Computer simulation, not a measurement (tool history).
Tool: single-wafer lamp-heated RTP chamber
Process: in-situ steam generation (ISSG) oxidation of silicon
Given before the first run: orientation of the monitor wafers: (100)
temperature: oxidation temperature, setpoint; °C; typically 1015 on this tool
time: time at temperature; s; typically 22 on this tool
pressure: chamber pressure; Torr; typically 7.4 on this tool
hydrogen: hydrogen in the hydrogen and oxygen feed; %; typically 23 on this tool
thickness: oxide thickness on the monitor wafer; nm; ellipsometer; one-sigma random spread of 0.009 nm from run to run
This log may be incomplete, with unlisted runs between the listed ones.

run	day	temperature	time	pressure	hydrogen	read-back reference wafer on the same gauge, thickness	thickness
1	0	1015	22	7.4	23	4.905	6.087
2	1.483	1015	22	7.4	23	4.902	6.088
3	3.1	1015	22	7.4	23	4.903	6.103
4	5.271	1015	22	7.4	23	4.9	6.097
5	6.683	1015	22	7.4	23	4.903	6.105
6	8.638	1015	22	7.4	23	4.901	6.117
# day 9.308: gauge calibrated
7	11.3	1015	22	7.4	23	4.901	6.103
8	13.417	1015	22	7.4	23	4.901	6.106
# day 14.946: pressure gauge zeroed
9	15.225	1015	22	7.4	23	4.897	6.113
10	17.779	1015	22	7.4	23	4.903	6.088
11	20.654	1015	22	7.4	23	4.898	6.107
# day 21.075: pyrometer window cleaned and pyrometer calibrated
12	22.608	1015	22	7.4	23	4.899	6.046
# day 23.546: hydrogen flow controller replaced
13	23.879	1015	22	7.4	23	4.901	6.071
14	25.075	1015	22	7.4	23	4.898	6.05
15	29.4	1015	22	7.4	23	4.9	6.081
16	31.233	1015	22	8.4	23	4.901	6.067
17	33.204	1015	22	7.4	27	4.899	6.332
18	35.221	1015	22	7.4	26	4.9	6.286
19	36.542	1015	22	7.4	23	4.899	6.089
# day 37.954: gauge calibrated
20	38.133	1015	30	7.4	15	4.901	6.463
21	39.817	1027	22	8.5	29	4.899	6.816
22	42.092	1021	22	6.9	23	4.899	6.251
23	44.754	1034	22	7.4	27	4.901	6.998
24	45.862	997	15	6.9	23	4.902	4.73
25	48.333	1015	22	7.4	29	4.902	6.461

Branching from run 25: 4 alternative next runs. What would each branch give?
A	48.35	1015	28	7.4	23	?	?
B	48.35	1024	22	6.9	32	?	?
C	48.35	1015	22	7.4	19	?	?
D	48.35	997	31	6.9	14	?	?

run	read-back reference wafer on the same gauge, thickness	thickness
A	4.901	6.88
B	4.901	6.945
C	4.901	5.828
D	4.901	5.931
With the hidden condition removed and each run's random variation left untouched, the same runs would have given:
run	thickness
A	6.787
B	6.851
C	5.753
D	5.857
